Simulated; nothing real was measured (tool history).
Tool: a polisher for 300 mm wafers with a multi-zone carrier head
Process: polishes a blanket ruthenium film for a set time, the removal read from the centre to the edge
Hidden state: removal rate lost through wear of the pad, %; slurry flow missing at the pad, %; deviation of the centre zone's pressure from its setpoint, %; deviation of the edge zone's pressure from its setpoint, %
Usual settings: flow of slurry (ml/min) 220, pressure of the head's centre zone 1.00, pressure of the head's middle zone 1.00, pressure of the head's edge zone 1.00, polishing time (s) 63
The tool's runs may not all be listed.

| run | hour | flow of slurry (ml/min) | pressure of the head's centre zone | pressure of the head's middle zone | pressure of the head's edge zone | polishing time (s) | wafers since the last listed run | wafers polished on this pad | hours since the slurry nozzle was cleaned | hours since the centre zone pressure was calibrated | hours since the edge zone pressure was calibrated | hours since the carrier head's membrane was replaced | incoming thickness of the incoming film, nm | film removed at the wafer's centre (Å) | film removed at mid-radius (Å) | film removed at the wafer's edge (Å) |
|---|---|---|---|---|---|---|---|---|---|---|---|---|---|---|---|---|
| 1 | 0.0 | 220 | 1.00 | 1.00 | 1.00 | 63 | 0 | 1348 | 360.0 | 824.0 | 377.7 | 1287.0 | 248.3 | 685 | 690 | 669 |
| 2 | 96.6 | 220 | 1.00 | 1.00 | 1.03 | 63 | 764 | 2112 | 456.6 | 920.6 | 474.3 | 1383.6 | 247.9 | 695 | 686 | 672 |
| 3 | 170.6 | 220 | 1.00 | 1.12 | 1.00 | 70 | 585 | 2698 | 530.6 | 994.6 | 548.3 | 1457.6 | 249.8 | 771 | 824 | 732 |
| 4 | 217.9 | 220 | 1.00 | 1.00 | 0.90 | 63 | 374 | 3072 | 577.9 | 1041.9 | 595.6 | 1504.9 | 249.8 | 693 | 672 | 649 |
|  | 229.4 | slurry nozzle cleaned |
| 5 | 308.9 | 270 | 1.06 | 1.00 | 0.92 | 56 | 711 | 3784 | 79.5 | 1132.9 | 686.6 | 1595.9 | 252.9 | 698 | 610 | 607 |
|  | 365.0 | carrier head's membrane replaced by a new one |
|  | 407.1 | worn pad replaced by a new one |
| 6 | 407.6 | 220 | 1.00 | 1.08 | 1.10 | 84 | 709 | 4 | 178.2 | 1231.6 | 785.3 | 42.6 | 250.2 | 954 | 1000 | 911 |
| 7 | 461.2 | 220 | 1.00 | 1.05 | 1.00 | 63 | 423 | 428 | 231.8 | 1285.2 | 838.9 | 96.2 | 255.7 | 713 | 702 | 675 |
| 8 | 498.4 | 220 | 1.00 | 1.08 | 1.05 | 63 | 294 | 722 | 269.0 | 1322.4 | 876.1 | 133.4 | 251.3 | 715 | 730 | 672 |
| 9 | 573.8 | 220 | 1.00 | 1.00 | 1.00 | 63 | 596 | 1318 | 344.4 | 1397.8 | 951.5 | 208.8 | 246.8 | 734 | 676 | 671 |
|  | 575.9 | centre zone pressure recalibrated |
| 10 | 673.5 | 220 | 1.00 | 1.00 | 1.00 | 63 | 772 | 2091 | 444.1 | 97.6 | 1051.2 | 308.5 | 245.8 | 665 | 689 | 679 |
|  | 720.9 | edge zone pressure recalibrated |
| 11 | 721.4 | 220 | 1.00 | 1.00 | 1.00 | 63 | 363 | 2454 | 492.0 | 145.5 | 0.5 | 356.4 | 251.5 | 664 | 671 | 662 |
| 12 | 760.0 | 245 | 1.00 | 0.94 | 1.00 | 63 | 305 | 2759 | 530.6 | 184.1 | 39.1 | 395.0 | 249.1 | 675 | 656 | 680 |
|  | 777.9 | slurry nozzle cleaned |
| 13 | 805.5 | 220 | 0.93 | 1.05 | 1.00 | 63 | 351 | 3111 | 27.6 | 229.6 | 84.6 | 440.5 | 247.4 | 616 | 722 | 669 |
| 14 | 911.0 | 295 | 0.89 | 1.10 | 1.00 | 52 | 834 | 3946 | 133.1 | 335.1 | 190.1 | 546.0 | 249.7 | 519 | 619 | 569 |
|  | 925.7 | worn pad replaced by a new one |
| 15 | 983.8 | 220 | 1.06 | 1.08 | 1.00 | 53 | 544 | 459 | 205.9 | 407.9 | 262.9 | 618.8 | 249.0 | 595 | 603 | 552 |
| 16 | 1047.7 | 220 | 1.00 | 1.00 | 1.05 | 58 | 505 | 964 | 269.8 | 471.8 | 326.8 | 682.7 | 245.8 | 616 | 635 | 629 |
| 17 | 1134.8 | 220 | 1.00 | 1.00 | 1.00 | 63 | 688 | 1653 | 356.9 | 558.9 | 413.9 | 769.8 | 253.6 | 675 | 666 | 669 |
| 18 | 1187.8 | 200 | 1.00 | 1.09 | 1.00 | 63 | 419 | 2072 | 409.9 | 611.9 | 466.9 | 822.8 | 249.4 | 660 | 711 | 654 |
|  | 1281.0 | slurry nozzle cleaned |
| 19 | 1290.8 | 220 | 1.00 | 0.94 | 1.10 | 63 | 806 | 2879 | 9.8 | 714.9 | 569.9 | 925.8 | 246.4 | 686 | 646 | 692 |
| 20 | 1367.1 | 220 | 1.00 | 1.00 | 0.96 | 63 | 603 | 3483 | 86.1 | 791.2 | 646.2 | 1002.1 | 253.9 | 680 | 688 | 658 |
| 21 | 1469.9 | 220 | 1.00 | 1.00 | 1.00 | 47 | 813 | 4296 | 188.9 | 894.0 | 749.0 | 1104.9 | 255.3 | 513 | 513 | 499 |

5 ways to go on from here, each from the tool as it stands after run 21. What would each give?
| A | 1470.3 | 220 | 1.00 | 1.00 | 1.00 | 63 | 3 | 4299 | 189.3 | 894.4 | 749.4 | 1105.3 | 252.9 | ? | ? | ? |
| B | 1470.3 | 220 | 0.89 | 1.00 | 1.05 | 83 | 3 | 4299 | 189.3 | 894.4 | 749.4 | 1105.3 | 252.9 | ? | ? | ? |
| C | 1470.3 | 220 | 1.00 | 1.06 | 0.89 | 49 | 3 | 4299 | 189.3 | 894.4 | 749.4 | 1105.3 | 252.9 | ? | ? | ? |
| D | 1470.3 | 220 | 1.06 | 1.00 | 1.12 | 63 | 3 | 4299 | 189.3 | 894.4 | 749.4 | 1105.3 | 252.9 | ? | ? | ? |
| E | 1470.3 | 220 | 1.00 | 0.91 | 0.92 | 77 | 3 | 4299 | 189.3 | 894.4 | 749.4 | 1105.3 | 252.9 | ? | ? | ? |

| run | film removed at the wafer's centre (Å) | film removed at mid-radius (Å) | film removed at the wafer's edge (Å) |
|---|---|---|---|
| A | 696 | 680 | 664 |
| B | 816 | 896 | 888 |
| C | 542 | 556 | 499 |
| D | 738 | 680 | 688 |
| E | 850 | 768 | 793 |
Without the tool's hidden state the same runs would have given:
| run | film removed at the wafer's centre (Å) | film removed at mid-radius (Å) | film removed at the wafer's edge (Å) |
|---|---|---|---|
| A | 670 | 680 | 664 |
| B | 785 | 896 | 888 |
| C | 521 | 556 | 499 |
| D | 710 | 680 | 688 |
| E | 818 | 768 | 793 |
